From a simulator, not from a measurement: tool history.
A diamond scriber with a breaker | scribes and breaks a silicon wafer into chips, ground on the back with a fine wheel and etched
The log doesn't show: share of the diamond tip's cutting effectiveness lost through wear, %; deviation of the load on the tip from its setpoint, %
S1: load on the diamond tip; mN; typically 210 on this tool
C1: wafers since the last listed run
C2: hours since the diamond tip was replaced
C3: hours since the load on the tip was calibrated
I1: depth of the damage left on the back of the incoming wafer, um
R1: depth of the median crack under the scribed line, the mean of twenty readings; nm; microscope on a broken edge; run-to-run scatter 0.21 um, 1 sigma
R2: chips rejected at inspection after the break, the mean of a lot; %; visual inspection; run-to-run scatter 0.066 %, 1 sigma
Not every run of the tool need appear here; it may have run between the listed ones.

| run | hour | S1 | C1 | C2 | C3 | I1 | R1 | R2 |
|---|---|---|---|---|---|---|---|---|
| 1 | 0.0 | 210 | 0 | 315.5 | 298.7 | 0.56 | 11560 | 3.11 |
| 2 | 13.6 | 210 | 38 | 329.1 | 312.3 | 0.73 | 11730 | 3.03 |
| 3 | 46.2 | 210 | 91 | 361.7 | 344.9 | 0.65 | 11520 | 3.27 |
| 4 | 80.1 | 230 | 95 | 395.6 | 378.8 | 0.35 | 12270 | 2.37 |
| 5 | 103.2 | 230 | 64 | 418.7 | 401.9 | 0.43 | 12330 | 2.20 |
| 6 | 154.5 | 230 | 143 | 470.0 | 453.2 | 0.62 | 12090 | 2.49 |
| 7 | 172.6 | 233 | 50 | 488.1 | 471.3 | 0.58 | 12010 | 2.22 |
| 8 | 200.8 | 210 | 79 | 516.3 | 499.5 | 0.35 | 11590 | 3.70 |
| 9 | 218.4 | 210 | 49 | 533.9 | 517.1 | 0.42 | 11730 | 3.56 |
| 10 | 234.4 | 187 | 44 | 549.9 | 533.1 | 0.42 | 10930 | 5.95 |
| 11 | 255.4 | 187 | 58 | 570.9 | 554.1 | 0.76 | 10840 | 5.94 |
| 12 | 285.6 | 187 | 84 | 601.1 | 584.3 | 0.73 | 10740 | 5.88 |
| 13 | 302.8 | 210 | 48 | 618.3 | 601.5 | 0.45 | 11570 | 3.67 |
| 14 | 327.5 | 197 | 69 | 643.0 | 626.2 | 0.71 | 11120 | 5.00 |
| 15 | 414.2 | 197 | 243 | 729.7 | 712.9 | 0.38 | 10730 | 4.87 |
| 16 | 435.8 | 197 | 60 | 751.3 | 734.5 | 0.73 | 11150 | 4.74 |
|  | 438.2 | diamond tip replaced by a new one |
| 17 | 449.7 | 196 | 33 | 11.5 | 748.4 | 0.62 | 10150 | 8.68 |
| 18 | 477.6 | 178 | 78 | 39.4 | 776.3 | 0.47 | 9560 | 12.22 |
| 19 | 506.7 | 178 | 81 | 68.5 | 805.4 | 0.79 | 9270 | 13.84 |
| 20 | 526.5 | 186 | 55 | 88.3 | 825.2 | 0.36 | 9570 | 12.56 |
| 21 | 554.6 | 186 | 78 | 116.4 | 853.3 | 0.61 | 9350 | 13.45 |
|  | 558.0 | load on the tip recalibrated |
| 22 | 582.7 | 210 | 73 | 144.5 | 24.7 | 0.34 | 9750 | 9.15 |
| 23 | 609.9 | 243 | 76 | 171.7 | 51.9 | 0.61 | 10830 | 5.59 |
| 24 | 634.6 | 242 | 69 | 196.4 | 76.6 | 0.61 | 10640 | 5.78 |
| 25 | 660.5 | 247 | 72 | 222.3 | 102.5 | 0.61 | 10780 | 5.86 |
|  | 672.5 | diamond tip replaced by a new one, repeated, since the last time left the tool worse |
| 26 | 687.2 | 240 | 69 | 14.7 | 129.2 | 0.71 | 13730 | 2.43 |
| 27 | 710.4 | 191 | 65 | 37.9 | 152.4 | 0.35 | 11950 | 2.50 |
| 28 | 772.8 | 263 | 174 | 100.3 | 214.8 | 0.70 | 13810 | 2.94 |
| 29 | 791.6 | 236 | 52 | 119.1 | 233.6 | 0.33 | 13220 | 1.79 |
| 30 | 870.7 | 166 | 221 | 198.2 | 312.7 | 0.78 | 10380 | 6.22 |
| 31 | 895.7 | 235 | 70 | 223.2 | 337.7 | 0.50 | 12410 | 1.83 |
| 32 | 912.4 | 235 | 46 | 239.9 | 354.4 | 0.69 | 12870 | 1.84 |
| 33 | 924.6 | 210 | 34 | 252.1 | 366.6 | 0.71 | 11730 | 2.67 |
| 34 | 949.3 | 150 | 69 | 276.8 | 391.3 | 0.34 | 9830 | 10.49 |
| 35 | 970.6 | 148 | 59 | 298.1 | 412.6 | 0.56 | 9710 | 10.86 |
| 36 | 999.2 | 235 | 80 | 326.7 | 441.2 | 0.42 | 12430 | 1.84 |
| 37 | 1011.5 | 192 | 34 | 339.0 | 453.5 | 0.60 | 11090 | 4.08 |
| 38 | 1030.3 | 210 | 52 | 357.8 | 472.3 | 0.31 | 11680 | 2.62 |
| 39 | 1057.9 | 232 | 77 | 385.4 | 499.9 | 0.60 | 12590 | 2.02 |
| 40 | 1071.2 | 194 | 37 | 398.7 | 513.2 | 0.39 | 11070 | 4.12 |
| 41 | 1095.1 | 262 | 66 | 422.6 | 537.1 | 0.54 | 13010 | 1.92 |
| 42 | 1118.7 | 271 | 66 | 446.2 | 560.7 | 0.43 | 13310 | 2.13 |

Predict each of these 4 candidate next runs independently; none follows another, all start after run 42:
| A | 1119.3 | 241 | 1 | 446.8 | 561.3 | 0.70 | ? | ? |
| B | 1119.3 | 227 | 1 | 446.8 | 561.3 | 0.70 | ? | ? |
| C | 1119.3 | 176 | 1 | 446.8 | 561.3 | 0.70 | ? | ? |
| D | 1119.3 | 252 | 1 | 446.8 | 561.3 | 0.70 | ? | ? |

| run | R1 | R2 |
|---|---|---|
| A | 13130 | 1.85 |
| B | 12690 | 2.12 |
| C | 11020 | 6.43 |
| D | 13470 | 1.85 |
With the hidden condition removed and each run's random variation left untouched, the same runs would have given:
| run | R1 | R2 |
|---|---|---|
| A | 14370 | 2.63 |
| B | 13890 | 2.09 |
| C | 12070 | 3.09 |
| D | 14740 | 3.24 |

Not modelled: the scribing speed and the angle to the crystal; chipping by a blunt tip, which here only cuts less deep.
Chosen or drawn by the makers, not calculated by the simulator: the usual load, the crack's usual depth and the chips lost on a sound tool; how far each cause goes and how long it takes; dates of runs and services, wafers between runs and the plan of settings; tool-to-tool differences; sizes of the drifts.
